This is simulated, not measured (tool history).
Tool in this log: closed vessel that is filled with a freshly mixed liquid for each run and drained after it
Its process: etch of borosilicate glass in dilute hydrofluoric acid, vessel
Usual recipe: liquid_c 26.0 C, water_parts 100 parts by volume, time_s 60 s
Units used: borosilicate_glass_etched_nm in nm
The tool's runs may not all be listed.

run,hour,liquid_c,water_parts,time_s,"read-back film thickness of the borosilicate glass reference wafer, read on the same gauge (nm)",borosilicate_glass_etched_nm
1,0.0,26.0,100,60,140.04,20.14
2,53.2,26.0,100,60,139.97,20.09
3,88.2,26.0,100,60,140.04,20.07
4,151.1,26.0,80,60,140.00,25.42
5,200.5,26.0,80,60,139.99,25.25
6,266.6,26.0,80,60,140.02,25.52
7,296.8,26.0,100,60,140.01,19.77
8,324.7,26.0,100,60,140.02,19.39
9,364.9,26.0,100,60,139.98,19.96
10,402.0,26.0,100,60,140.05,19.71
11,469.0,26.0,100,60,140.01,19.65
12,528.5,26.0,100,60,140.00,19.59
13,559.1,26.0,100,60,139.99,19.69
14,629.9,26.0,100,60,139.98,19.41
# hour 646.5: thermometer replaced
15,690.3,28.5,60,60,139.99,37.91
# hour 710.0: gauge calibrated
16,760.9,26.0,145,70,140.03,14.76
17,829.4,26.0,100,60,140.05,19.43
# hour 842.4: hydrofluoric acid flow meter replaced
18,1021.5,26.0,65,60,140.02,32.10
19,1076.3,26.0,100,60,140.00,20.04
20,1132.2,28.5,140,60,140.01,14.86
21,1198.7,26.0,100,60,139.97,20.11
22,1238.8,24.5,115,70,140.00,18.59
23,1285.2,23.5,85,60,140.01,21.95
24,1315.7,23.5,115,60,139.99,15.48
25,1487.8,23.5,125,60,139.99,14.10
26,1515.9,23.5,100,60,140.03,17.81
27,1544.6,26.0,100,60,139.99,20.05
28,1582.6,26.0,100,60,140.00,19.60
29,1653.6,30.5,80,30,140.02,14.95
30,1724.4,30.5,55,90,140.05,68.02

Run-by-run hidden state of the tool:
liquid hotter than its thermometer reads (K): 0 at every run
gauge reads high (%): 0 at every run
H1: hydrofluoric acid flow below the setpoint (%)
run,H1
1,0.973
2,1.11
3,1.2
4,1.36
5,1.49
6,1.66
7,1.73
8,1.81
9,1.91
10,2
11,2.18
12,2.33
13,2.41
14,2.59
15,2.74
16,2.93
17,3.1
18,0.47
19,0.61
20,0.754
21,0.924
22,1.03
23,1.15
24,1.22
25,1.67
26,1.74
27,1.81
28,1.91
29,2.09
30,2.27

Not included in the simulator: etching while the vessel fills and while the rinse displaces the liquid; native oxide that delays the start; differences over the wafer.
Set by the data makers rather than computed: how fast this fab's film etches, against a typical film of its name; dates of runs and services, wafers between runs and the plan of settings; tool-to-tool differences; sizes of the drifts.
